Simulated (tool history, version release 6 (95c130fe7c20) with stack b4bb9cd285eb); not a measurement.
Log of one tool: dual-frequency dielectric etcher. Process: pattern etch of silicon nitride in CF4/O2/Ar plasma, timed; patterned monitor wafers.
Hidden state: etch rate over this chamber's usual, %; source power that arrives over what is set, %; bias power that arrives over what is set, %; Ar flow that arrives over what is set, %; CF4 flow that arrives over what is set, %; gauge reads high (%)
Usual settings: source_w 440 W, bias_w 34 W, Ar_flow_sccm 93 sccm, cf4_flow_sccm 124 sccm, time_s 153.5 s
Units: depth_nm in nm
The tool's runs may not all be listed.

| run | hour | source_w | bias_w | Ar_flow_sccm | cf4_flow_sccm | time_s | wafers since the last listed run | hours since the last wet clean | hours since the last source power generator calibration | hours since the last bias power generator calibration | hours since the last Ar flow controller change | hours since the last CF4 flow controller change | hours since the last upper electrode change | hours since the gauge calibration | read-back reference wafer on the same gauge, depth_nm | depth_nm |
|---|---|---|---|---|---|---|---|---|---|---|---|---|---|---|---|---|
| 1 | 0.0 | 440 | 34 | 93 | 124 | 153.5 | 0 | 436.2 | 2765.7 | 4823.9 | 1444.9 | 3233.1 | 3598.0 | 297.6 | 266.0 | 245.5 |
| 2 | 33.2 | 440 | 34 | 93 | 124 | 153.5 | 161 | 469.4 | 2798.9 | 4857.1 | 1478.1 | 3266.3 | 3631.2 | 330.8 | 265.7 | 245.8 |
| 3 | 46.2 | 440 | 34 | 93 | 124 | 153.5 | 63 | 482.4 | 2811.9 | 4870.1 | 1491.1 | 3279.3 | 3644.2 | 343.8 | 267.0 | 245.5 |
| 4 | 62.9 | 410 | 34 | 93 | 133 | 153.5 | 81 | 499.1 | 2828.6 | 4886.8 | 1507.8 | 3296.0 | 3660.9 | 360.5 | 265.7 | 232.9 |
|  | 149.1 | gauge calibrated |
|  | 160.2 | wet clean of the chamber |
| 5 | 160.7 | 410 | 34 | 93 | 133 | 153.5 | 358 | 0.5 | 2926.4 | 4984.6 | 1605.6 | 3393.8 | 3758.7 | 11.6 | 265.8 | 223.3 |
| 6 | 167.9 | 440 | 34 | 93 | 124 | 153.5 | 34 | 7.7 | 2933.6 | 4991.8 | 1612.8 | 3401.0 | 3765.9 | 18.8 | 266.1 | 234.7 |
|  | 180.0 | bias power generator calibrated |
|  | 183.8 | CF4 flow controller replaced |
| 7 | 194.0 | 440 | 34 | 93 | 124 | 153.5 | 89 | 33.8 | 2959.7 | 14.0 | 1638.9 | 10.2 | 3792.0 | 44.9 | 265.1 | 232.6 |
|  | 203.7 | source power generator calibrated |
|  | 209.1 | Ar flow controller replaced |
| 8 | 217.2 | 440 | 34 | 93 | 124 | 153.5 | 67 | 57.0 | 13.5 | 37.2 | 8.1 | 33.4 | 3815.2 | 68.1 | 266.3 | 234.8 |
| 9 | 287.3 | 350 | 34 | 106 | 111 | 153.5 | 340 | 127.1 | 83.6 | 107.3 | 78.2 | 103.5 | 3885.3 | 138.2 | 265.9 | 191.0 |
|  | 318.2 | upper electrode replaced |
| 10 | 320.9 | 440 | 34 | 93 | 124 | 153.5 | 46 | 160.7 | 117.2 | 140.9 | 111.8 | 137.1 | 2.7 | 171.8 | 266.3 | 236.9 |
| 11 | 334.7 | 530 | 30 | 93 | 124 | 153.5 | 67 | 174.5 | 131.0 | 154.7 | 125.6 | 150.9 | 16.5 | 185.6 | 266.1 | 267.8 |
| 12 | 351.4 | 440 | 34 | 93 | 124 | 153.5 | 81 | 191.2 | 147.7 | 171.4 | 142.3 | 167.6 | 33.2 | 202.3 | 267.0 | 238.8 |
| 13 | 373.1 | 440 | 34 | 86 | 124 | 153.5 | 105 | 212.9 | 169.4 | 193.1 | 164.0 | 189.3 | 54.9 | 224.0 | 265.8 | 242.8 |
| 14 | 397.7 | 440 | 29 | 93 | 124 | 153.5 | 119 | 237.5 | 194.0 | 217.7 | 188.6 | 213.9 | 79.5 | 248.6 | 265.8 | 228.9 |
| 15 | 412.4 | 440 | 34 | 93 | 124 | 153.5 | 71 | 252.2 | 208.7 | 232.4 | 203.3 | 228.6 | 94.2 | 263.3 | 266.0 | 240.3 |
| 16 | 434.8 | 550 | 34 | 93 | 124 | 195.5 | 108 | 274.6 | 231.1 | 254.8 | 225.7 | 251.0 | 116.6 | 285.7 | 265.5 | 370.3 |

Forecast each of these 5 alternatives for the next run:
| A | 435.3 | 440 | 34 | 93 | 124 | 153.5 | 2 | 275.1 | 231.6 | 255.3 | 226.2 | 251.5 | 117.1 | 286.2 | ? | ? |
| B | 435.3 | 440 | 31 | 93 | 110 | 176.0 | 2 | 275.1 | 231.6 | 255.3 | 226.2 | 251.5 | 117.1 | 286.2 | ? | ? |
| C | 435.3 | 540 | 34 | 93 | 124 | 153.5 | 2 | 275.1 | 231.6 | 255.3 | 226.2 | 251.5 | 117.1 | 286.2 | ? | ? |
| D | 435.3 | 440 | 29 | 72 | 124 | 153.5 | 2 | 275.1 | 231.6 | 255.3 | 226.2 | 251.5 | 117.1 | 286.2 | ? | ? |
| E | 435.3 | 370 | 39 | 93 | 124 | 153.5 | 2 | 275.1 | 231.6 | 255.3 | 226.2 | 251.5 | 117.1 | 286.2 | ? | ? |

| run | read-back reference wafer on the same gauge, depth_nm | depth_nm |
|---|---|---|
| A | 265.6 | 239.0 |
| B | 265.6 | 262.4 |
| C | 265.6 | 283.7 |
| D | 265.6 | 235.3 |
| E | 265.6 | 216.3 |
Without the tool's hidden state the same runs would have given:
| run | depth_nm |
|---|---|
| A | 232.7 |
| B | 255.5 |
| C | 276.3 |
| D | 229.1 |
| E | 210.6 |
